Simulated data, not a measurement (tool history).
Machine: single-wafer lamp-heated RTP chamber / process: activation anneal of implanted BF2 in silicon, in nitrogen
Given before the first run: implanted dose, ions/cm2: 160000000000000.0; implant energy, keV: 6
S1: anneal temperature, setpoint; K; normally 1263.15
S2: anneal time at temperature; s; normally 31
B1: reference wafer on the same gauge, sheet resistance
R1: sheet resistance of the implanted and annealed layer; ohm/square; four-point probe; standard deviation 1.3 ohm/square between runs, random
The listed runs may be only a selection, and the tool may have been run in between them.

run,day,S1,S2,B1,R1
1,0,1263.15,31,707.85,736.26
2,0.4,1263.15,31,707.92,739.21
3,0.95,1263.15,31,707.64,737.77
4,1.517,1263.15,31,708.12,738.2
5,2.188,1263.15,31,708.11,737.24
6,2.546,1277.15,31,707.93,722.97
7,3.288,1277.15,31,707.8,722.98
8,3.912,1277.15,31,707.9,720.39
9,4.321,1270.15,31,708.12,725.73
10,4.783,1281.15,18,707.88,735.52
# day 5.142: pyrometer window cleaned and pyrometer calibrated
11,5.417,1263.15,31,708.14,750.44
# day 5.738: gauge calibrated
12,5.862,1240.15,21,707.86,786.13
13,6.529,1248.15,47,707.93,751.38
14,7.175,1263.15,17,708.1,768.52
15,7.662,1246.15,31,707.84,763.38
# day 8.088: reflector plate cleaned
16,8.358,1263.15,31,707.91,749.81
17,8.746,1288.15,49,708,701.16
18,9.371,1236.15,31,708.22,777.12
19,9.838,1255.15,13,708.12,781.5
20,10.238,1263.15,31,708.15,747.71
21,10.825,1263.15,36,707.87,741.1

Alternative continuations, all from the tool just after run 21; predict every row:
A,10.842,1263.15,31,?,?
B,10.842,1274.15,18,?,?
C,10.842,1263.15,22,?,?

run,B1,R1
A,708.14,746.66
B,708.14,753.76
C,708.14,758.42
What these runs would have given with no unlogged condition in the tool:
run,R1
A,750.59
B,757.52
C,762.08

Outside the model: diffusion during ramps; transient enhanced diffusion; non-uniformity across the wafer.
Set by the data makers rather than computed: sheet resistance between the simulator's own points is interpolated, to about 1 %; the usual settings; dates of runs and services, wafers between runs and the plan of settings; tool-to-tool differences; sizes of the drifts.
